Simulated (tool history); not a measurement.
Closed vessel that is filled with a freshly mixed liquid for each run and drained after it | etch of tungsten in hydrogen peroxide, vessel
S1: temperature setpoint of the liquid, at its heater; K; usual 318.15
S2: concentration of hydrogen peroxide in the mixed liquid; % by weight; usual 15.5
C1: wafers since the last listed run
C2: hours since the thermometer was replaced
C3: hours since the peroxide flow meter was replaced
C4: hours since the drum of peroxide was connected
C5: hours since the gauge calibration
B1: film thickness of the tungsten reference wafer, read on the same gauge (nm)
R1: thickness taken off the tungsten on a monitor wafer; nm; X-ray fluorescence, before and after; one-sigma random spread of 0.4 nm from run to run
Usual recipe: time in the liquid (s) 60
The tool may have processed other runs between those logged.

{"run": 1, "hour": 0.0, "S1": 318.15, "S2": 15.5, "time in the liquid (s)": 60, "C1": 0, "C2": 1484.1, "C3": 1024.4, "C4": 600.5, "C5": 313.4, "B1": 60.03, "R1": 62.31}
{"run": 2, "hour": 26.6, "S1": 318.15, "S2": 15.5, "time in the liquid (s)": 60, "C1": 1819, "C2": 1510.7, "C3": 1051, "C4": 627.1, "C5": 340, "B1": 60.05, "R1": 61.91}
{"run": 3, "hour": 69.5, "S1": 318.15, "S2": 15.5, "time in the liquid (s)": 60, "C1": 2933, "C2": 1553.6, "C3": 1093.9, "C4": 670, "C5": 382.9, "B1": 60.01, "R1": 62.07}
{"run": 4, "hour": 136.7, "S1": 318.15, "S2": 15.5, "time in the liquid (s)": 60, "C1": 4595, "C2": 1620.8, "C3": 1161.1, "C4": 737.2, "C5": 450.1, "B1": 59.95, "R1": 62.41}
{"run": 5, "hour": 164.2, "S1": 318.15, "S2": 15.5, "time in the liquid (s)": 60, "C1": 1880, "C2": 1648.3, "C3": 1188.6, "C4": 764.7, "C5": 477.6, "B1": 59.98, "R1": 62.25}
{"run": 6, "hour": 200.9, "S1": 318.15, "S2": 15.5, "time in the liquid (s)": 85, "C1": 2509, "C2": 1685, "C3": 1225.3, "C4": 801.4, "C5": 514.3, "B1": 59.96, "R1": 88.13}
{"hour": 203.4, "done": "gauge calibrated"}
{"run": 7, "hour": 243.5, "S1": 318.15, "S2": 15.5, "time in the liquid (s)": 85, "C1": 2913, "C2": 1727.6, "C3": 1267.9, "C4": 844, "C5": 40.1, "B1": 60.03, "R1": 88.36}
{"hour": 286.5, "done": "new drum of peroxide connected"}
{"run": 8, "hour": 301.3, "S1": 318.15, "S2": 15.5, "time in the liquid (s)": 85, "C1": 3884, "C2": 1785.4, "C3": 1325.7, "C4": 14.8, "C5": 97.9, "B1": 60.01, "R1": 89}
{"run": 9, "hour": 328.7, "S1": 318.15, "S2": 15.5, "time in the liquid (s)": 60, "C1": 1873, "C2": 1812.8, "C3": 1353.1, "C4": 42.2, "C5": 125.3, "B1": 60.01, "R1": 62.35}
{"run": 10, "hour": 365.6, "S1": 325.65, "S2": 18, "time in the liquid (s)": 60, "C1": 2523, "C2": 1849.7, "C3": 1390, "C4": 79.1, "C5": 162.2, "B1": 59.98, "R1": 107.03}
{"run": 11, "hour": 575.1, "S1": 318.15, "S2": 15.5, "time in the liquid (s)": 85, "C1": 14326, "C2": 2059.2, "C3": 1599.5, "C4": 288.6, "C5": 371.7, "B1": 60, "R1": 89.16}
{"run": 12, "hour": 636.2, "S1": 318.15, "S2": 15.5, "time in the liquid (s)": 60, "C1": 4178, "C2": 2120.3, "C3": 1660.6, "C4": 349.7, "C5": 432.8, "B1": 59.97, "R1": 63.24}
{"hour": 652.9, "done": "gauge calibrated"}
{"run": 13, "hour": 661.0, "S1": 318.15, "S2": 12, "time in the liquid (s)": 30, "C1": 1695, "C2": 2145.1, "C3": 1685.4, "C4": 374.5, "C5": 8.1, "B1": 59.98, "R1": 27.86}
{"hour": 701.3, "done": "thermometer replaced"}
{"hour": 704.7, "done": "peroxide flow meter replaced"}
{"run": 14, "hour": 709.8, "S1": 323.15, "S2": 19.5, "time in the liquid (s)": 35, "C1": 3200, "C2": 8.5, "C3": 5.1, "C4": 423.3, "C5": 56.9, "B1": 59.98, "R1": 53.17}
{"run": 15, "hour": 780.2, "S1": 318.15, "S2": 15.5, "time in the liquid (s)": 30, "C1": 4814, "C2": 78.9, "C3": 75.5, "C4": 493.7, "C5": 127.3, "B1": 59.99, "R1": 30.08}
{"run": 16, "hour": 839.0, "S1": 309.15, "S2": 12, "time in the liquid (s)": 95, "C1": 4021, "C2": 137.7, "C3": 134.3, "C4": 552.5, "C5": 186.1, "B1": 59.97, "R1": 46.64}
{"run": 17, "hour": 863.6, "S1": 318.15, "S2": 15.5, "time in the liquid (s)": 85, "C1": 1682, "C2": 162.3, "C3": 158.9, "C4": 577.1, "C5": 210.7, "B1": 60, "R1": 85.57}
{"run": 18, "hour": 908.5, "S1": 315.15, "S2": 13.5, "time in the liquid (s)": 70, "C1": 3070, "C2": 207.2, "C3": 203.8, "C4": 622, "C5": 255.6, "B1": 60.02, "R1": 54.11}
{"run": 19, "hour": 946.6, "S1": 321.65, "S2": 12, "time in the liquid (s)": 45, "C1": 2605, "C2": 245.3, "C3": 241.9, "C4": 660.1, "C5": 293.7, "B1": 59.99, "R1": 49.88}

Consider 4 possible next runs. They are alternatives, not a sequence: every one starts from the tool as it was left by run 19. What does each give?
{"run": "A", "hour": 947.3, "S1": 318.15, "S2": 12.5, "time in the liquid (s)": 60, "C1": 47, "C2": 246, "C3": 242.6, "C4": 660.8, "C5": 294.4, "B1": "?", "R1": "?"}
{"run": "B", "hour": 947.3, "S1": 315.65, "S2": 15.5, "time in the liquid (s)": 85, "C1": 47, "C2": 246, "C3": 242.6, "C4": 660.8, "C5": 294.4, "B1": "?", "R1": "?"}
{"run": "C", "hour": 947.3, "S1": 322.65, "S2": 15.5, "time in the liquid (s)": 30, "C1": 47, "C2": 246, "C3": 242.6, "C4": 660.8, "C5": 294.4, "B1": "?", "R1": "?"}
{"run": "D", "hour": 947.3, "S1": 322.15, "S2": 19, "time in the liquid (s)": 75, "C1": 47, "C2": 246, "C3": 242.6, "C4": 660.8, "C5": 294.4, "B1": "?", "R1": "?"}

run=A B1=59.99 R1=54.45
run=B B1=59.99 R1=73.28
run=C B1=59.99 R1=40.1
run=D B1=59.99 R1=107.64
Had the tool no hidden state, the same runs would have come out as:
run=A R1=53.68
run=B R1=72.24
run=C R1=39.53
run=D R1=106.12
